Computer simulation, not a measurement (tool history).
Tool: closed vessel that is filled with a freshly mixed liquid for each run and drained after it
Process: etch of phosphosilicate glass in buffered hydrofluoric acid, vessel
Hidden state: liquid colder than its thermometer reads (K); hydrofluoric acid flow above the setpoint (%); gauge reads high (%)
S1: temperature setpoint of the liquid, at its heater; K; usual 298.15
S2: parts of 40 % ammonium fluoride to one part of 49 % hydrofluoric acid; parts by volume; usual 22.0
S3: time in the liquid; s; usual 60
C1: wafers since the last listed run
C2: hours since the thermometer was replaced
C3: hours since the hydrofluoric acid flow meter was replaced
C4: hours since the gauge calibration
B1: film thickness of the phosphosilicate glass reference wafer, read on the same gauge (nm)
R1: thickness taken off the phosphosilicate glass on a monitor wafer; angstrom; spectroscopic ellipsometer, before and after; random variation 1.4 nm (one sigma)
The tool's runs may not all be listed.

run	hour	S1	S2	S3	C1	C2	C3	C4	B1	R1
1	0.0	298.15	22.0	60	0	186.2	852.2	965.7	149.99	2887.6
2	59.7	298.15	22.0	60	8099	245.9	911.9	1025.4	149.97	2867.2
3	135.7	298.15	22.0	60	10311	321.9	987.9	1101.4	149.99	2864.4
4	209.8	295.65	19.0	60	10053	396.0	1062.0	1175.5	150.00	2834.1
5	259.1	295.65	19.0	60	6688	445.3	1111.3	1224.8	150.00	2854.5
# hour 316.2: thermometer replaced
6	365.7	295.65	25.5	60	14327	49.5	1217.9	1331.4	150.02	2291.7
7	465.2	295.65	25.5	60	13499	149.0	1317.4	1430.9	150.01	2296.0
8	537.6	294.15	22.0	30	9822	221.4	1389.8	1503.3	149.98	1165.2
9	609.0	298.15	22.0	60	9687	292.8	1461.2	1574.7	150.01	2898.1
10	653.2	298.15	22.0	60	5996	337.0	1505.4	1618.9	149.99	2895.7
# hour 679.5: hydrofluoric acid flow meter replaced
11	693.0	298.15	22.0	40	5264	376.8	13.5	1658.7	149.99	1892.3
12	743.5	298.15	22.0	40	6851	427.3	64.0	1709.2	149.99	1895.6
13	831.9	300.15	15.0	30	11993	515.7	152.4	1797.6	150.00	2249.4
14	906.9	296.15	18.5	45	10175	590.7	227.4	1872.6	150.00	2177.7
# hour 924.4: thermometer replaced
15	1004.6	302.15	15.0	30	13119	80.2	325.1	1970.3	149.99	2533.0
16	1087.0	298.15	16.5	70	11179	162.6	407.5	2052.7	149.98	4324.8
17	1137.2	298.15	22.0	60	6810	212.8	457.7	2102.9	150.00	2868.2
# hour 1219.6: gauge calibrated
18	1232.7	300.15	26.0	40	12956	308.3	553.2	13.1	149.97	1900.0
19	1288.2	300.65	15.0	85	7529	363.8	608.7	68.6	150.04	6630.4
20	1393.5	300.15	22.0	60	14286	469.1	714.0	173.9	149.97	3167.5
21	1464.9	302.15	15.0	30	9687	540.5	785.4	245.3	150.03	2515.4
# hour 1506.1: thermometer replaced
22	1524.6	298.15	22.0	45	7963	18.5	845.1	305.0	150.02	2167.5
23	1673.0	294.65	14.0	85	20133	166.9	993.5	453.4	150.01	5177.2
24	1745.8	298.15	22.0	60	9876	239.7	1066.3	526.2	150.00	2887.3
25	1818.4	293.65	18.5	60	9849	312.3	1138.9	598.8	149.99	2608.8
26	1888.6	298.15	26.5	60	9524	382.5	1209.1	669.0	149.96	2539.3
27	1994.6	298.15	22.0	60	14381	488.5	1315.1	775.0	150.01	2879.0
# hour 2003.4: thermometer replaced
28	2040.6	294.15	28.0	90	6105	37.2	1361.1	821.0	149.98	2953.3
29	2116.9	298.15	22.0	60	10351	113.5	1437.4	897.3	150.01	2923.8
30	2162.4	298.15	14.5	80	6173	159.0	1482.9	942.8	150.00	5794.7
31	2215.6	298.15	14.5	80	7217	212.2	1536.1	996.0	150.02	5665.5

5 ways to go on from here, each from the tool as it stands after run 31. What would each give?
A	2216.3	298.15	22.0	60	94	212.9	1536.8	996.7	?	?
B	2216.3	295.15	19.0	90	94	212.9	1536.8	996.7	?	?
C	2216.3	299.65	16.5	45	94	212.9	1536.8	996.7	?	?
D	2216.3	295.15	22.0	60	94	212.9	1536.8	996.7	?	?
E	2216.3	302.65	25.0	85	94	212.9	1536.8	996.7	?	?

run	B1	R1
A	150.01	2935.5
B	150.01	4231.5
C	150.01	3108.9
D	150.01	2488.9
E	150.01	4853.3
Without the tool's hidden state the same runs would have given:
run	R1
A	2902.2
B	4146.8
C	3046.2
D	2461.0
E	4797.8
